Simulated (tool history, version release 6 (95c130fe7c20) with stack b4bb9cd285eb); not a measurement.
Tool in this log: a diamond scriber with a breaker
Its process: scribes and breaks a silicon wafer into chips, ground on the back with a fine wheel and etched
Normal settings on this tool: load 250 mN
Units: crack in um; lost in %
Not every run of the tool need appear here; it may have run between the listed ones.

| run | hour | load | incoming depth of the damage left on the back of the incoming wafer, um | crack | lost |
|---|---|---|---|---|---|
| 1 | 0.0 | 250 | 0.39 | 13.86 | 0.96 |
| 2 | 197.1 | 250 | 0.66 | 13.97 | 1.12 |
| 3 | 256.0 | 250 | 0.70 | 13.81 | 1.18 |
| 4 | 349.2 | 250 | 0.57 | 13.81 | 1.22 |
| 5 | 413.3 | 250 | 0.76 | 13.69 | 1.31 |
|  | 558.2 | diamond tip replaced by a new one |
| 6 | 721.7 | 250 | 0.76 | 13.85 | 1.57 |
| 7 | 781.8 | 250 | 0.66 | 13.83 | 1.80 |
| 8 | 878.8 | 250 | 0.49 | 13.65 | 1.72 |
| 9 | 921.6 | 250 | 0.48 | 13.73 | 1.92 |
| 10 | 966.1 | 250 | 0.71 | 13.57 | 2.02 |
| 11 | 1046.3 | 250 | 0.57 | 13.78 | 1.96 |
| 12 | 1105.5 | 250 | 0.39 | 13.51 | 2.00 |
| 13 | 1162.9 | 250 | 0.61 | 13.31 | 2.16 |
|  | 1167.9 | diamond tip replaced by a new one |
|  | 1241.7 | load on the tip recalibrated |
| 14 | 1246.3 | 250 | 0.40 | 14.81 | 0.90 |
| 15 | 1353.0 | 250 | 0.42 | 14.30 | 0.87 |
| 16 | 1434.8 | 250 | 0.62 | 14.49 | 0.88 |
| 17 | 1486.9 | 250 | 0.67 | 14.52 | 0.85 |
| 18 | 1551.6 | 250 | 0.60 | 14.17 | 0.85 |
| 19 | 1589.7 | 250 | 0.51 | 14.39 | 0.81 |
| 20 | 1632.9 | 287 | 0.38 | 15.85 | 4.09 |
| 21 | 1700.8 | 186 | 0.65 | 11.44 | 15.54 |
| 22 | 1780.9 | 307 | 0.44 | 16.45 | 6.94 |
|  | 1852.6 | diamond tip replaced by a new one |
| 23 | 1866.7 | 180 | 0.80 | 11.31 | 18.91 |
| 24 | 1924.3 | 280 | 0.65 | 15.40 | 2.52 |
| 25 | 2069.4 | 293 | 0.30 | 16.01 | 4.05 |
| 26 | 2151.4 | 250 | 0.48 | 14.25 | 0.94 |
| 27 | 2203.3 | 250 | 0.37 | 14.19 | 0.93 |
| 28 | 2280.0 | 250 | 0.38 | 14.19 | 0.95 |
| 29 | 2337.4 | 250 | 0.38 | 14.09 | 1.00 |
| 30 | 2418.9 | 250 | 0.36 | 14.11 | 0.97 |
|  | 2459.3 | diamond tip replaced by a new one |
| 31 | 2473.1 | 317 | 0.36 | 16.79 | 7.06 |
| 32 | 2529.5 | 281 | 0.34 | 15.33 | 1.94 |
| 33 | 2625.2 | 193 | 0.53 | 11.73 | 14.54 |
| 34 | 2685.3 | 283 | 0.35 | 15.20 | 1.94 |
| 35 | 2765.8 | 279 | 0.73 | 15.06 | 1.53 |
| 36 | 2807.8 | 250 | 0.59 | 14.11 | 1.32 |
| 37 | 2860.4 | 250 | 0.44 | 13.89 | 1.33 |
| 38 | 2897.0 | 315 | 0.54 | 16.00 | 5.98 |
| 39 | 2991.6 | 222 | 0.47 | 12.80 | 5.83 |
|  | 3000.1 | load on the tip recalibrated |
| 40 | 3088.0 | 311 | 0.34 | 16.91 | 7.69 |
| 41 | 3154.5 | 308 | 0.41 | 16.66 | 6.99 |

A few steps of crack between consecutive runs. Split each: what settings, incoming material and random variation would produce without the hidden state, and what is left over for the hidden state, along with gauge scatter present in only one of the two compared results (measured, and without hidden state):
Hidden state present: share of the diamond tip's cutting effectiveness lost through wear, %; deviation of the load on the tip from its setpoint, %.
Run 5 -> 6: diamond tip replaced by a new one. crack +0.16 um: hidden state -0.16, all else +0.32.
Run 13 -> 14: diamond tip replaced by a new one, load on the tip recalibrated. crack +1.50 um: hidden state +1.04, all else +0.46.
Run 20 -> 21: load 287 -> 186. crack -4.41 um: hidden state -0.02, all else -4.39.
Run 21 -> 22: load 186 -> 307. crack +5.01 um: hidden state -0.05, all else +5.06.
Run 22 -> 23: load 307 -> 180, diamond tip replaced by a new one. crack -5.14 um: hidden state -0.01, all else -5.13.
Run 39 -> 40: load 222 -> 311, load on the tip recalibrated. crack +4.11 um: hidden state +0.46, all else +3.65.

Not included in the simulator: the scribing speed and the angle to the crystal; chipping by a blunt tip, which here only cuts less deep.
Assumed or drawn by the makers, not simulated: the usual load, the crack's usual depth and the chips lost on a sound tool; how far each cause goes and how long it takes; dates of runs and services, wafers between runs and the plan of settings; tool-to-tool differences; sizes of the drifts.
